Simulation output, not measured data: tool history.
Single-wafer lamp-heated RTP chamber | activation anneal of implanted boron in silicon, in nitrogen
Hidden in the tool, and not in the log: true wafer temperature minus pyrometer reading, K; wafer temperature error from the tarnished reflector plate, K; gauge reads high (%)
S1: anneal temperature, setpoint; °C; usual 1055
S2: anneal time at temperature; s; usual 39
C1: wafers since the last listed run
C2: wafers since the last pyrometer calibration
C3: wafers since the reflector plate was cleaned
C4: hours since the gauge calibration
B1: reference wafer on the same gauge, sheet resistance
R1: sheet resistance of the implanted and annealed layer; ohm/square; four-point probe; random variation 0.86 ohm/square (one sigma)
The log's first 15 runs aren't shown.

{"run": 16, "hour": 823.3, "S1": 1068, "S2": 20, "C1": 1077, "C2": 3052, "C3": 3448, "C4": 172.6, "B1": 139.16, "R1": 154.29}
{"run": 17, "hour": 878.3, "S1": 1066, "S2": 62, "C1": 892, "C2": 3945, "C3": 4341, "C4": 227.6, "B1": 139.04, "R1": 152.99}
{"run": 18, "hour": 924.9, "S1": 1055, "S2": 48, "C1": 756, "C2": 4701, "C3": 5097, "C4": 274.2, "B1": 139.12, "R1": 154.29}
{"run": 19, "hour": 994.6, "S1": 1079, "S2": 50, "C1": 1131, "C2": 5833, "C3": 6229, "C4": 343.9, "B1": 138.77, "R1": 152.27}
{"run": 20, "hour": 1058.4, "S1": 1044, "S2": 21, "C1": 1035, "C2": 6868, "C3": 7265, "C4": 407.7, "B1": 138.84, "R1": 155.08}
{"hour": 1113.1, "done": "pyrometer window cleaned and pyrometer calibrated"}
{"run": 21, "hour": 1113.6, "S1": 1055, "S2": 39, "C1": 766, "C2": 7, "C3": 8031, "C4": 462.9, "B1": 138.63, "R1": 155.84}
{"run": 22, "hour": 1141.4, "S1": 1055, "S2": 55, "C1": 451, "C2": 458, "C3": 8482, "C4": 490.7, "B1": 138.31, "R1": 152.98}
{"hour": 1211.6, "done": "reflector plate cleaned"}
{"run": 23, "hour": 1243.9, "S1": 1028, "S2": 60, "C1": 1534, "C2": 1992, "C3": 525, "C4": 593.2, "B1": 138.21, "R1": 154.43}
{"run": 24, "hour": 1313.0, "S1": 1055, "S2": 39, "C1": 1121, "C2": 3114, "C3": 1646, "C4": 662.3, "B1": 137.93, "R1": 151.36}
{"run": 25, "hour": 1339.4, "S1": 1064, "S2": 46, "C1": 428, "C2": 3543, "C3": 2075, "C4": 688.7, "B1": 137.87, "R1": 150.52}
{"run": 26, "hour": 1364.9, "S1": 1055, "S2": 39, "C1": 413, "C2": 3957, "C3": 2489, "C4": 714.2, "B1": 137.8, "R1": 154.25}
{"run": 27, "hour": 1427.7, "S1": 1032, "S2": 50, "C1": 1019, "C2": 4976, "C3": 3508, "C4": 777.0, "B1": 137.39, "R1": 152.67}
{"run": 28, "hour": 1508.0, "S1": 1043, "S2": 22, "C1": 1303, "C2": 6280, "C3": 4812, "C4": 857.3, "B1": 137.09, "R1": 154.81}

The next listed run, before its measurement:
{"run": 29, "hour": 1557.4, "S1": 1078, "S2": 39, "C1": 801, "C2": 7082, "C3": 5614, "C4": 906.7, "B1": "?", "R1": "?"}

B1: 136.82
R1: 150.69 ohm/square
Without the tool's hidden state the same run would have given R1 151.96 ohm/square.

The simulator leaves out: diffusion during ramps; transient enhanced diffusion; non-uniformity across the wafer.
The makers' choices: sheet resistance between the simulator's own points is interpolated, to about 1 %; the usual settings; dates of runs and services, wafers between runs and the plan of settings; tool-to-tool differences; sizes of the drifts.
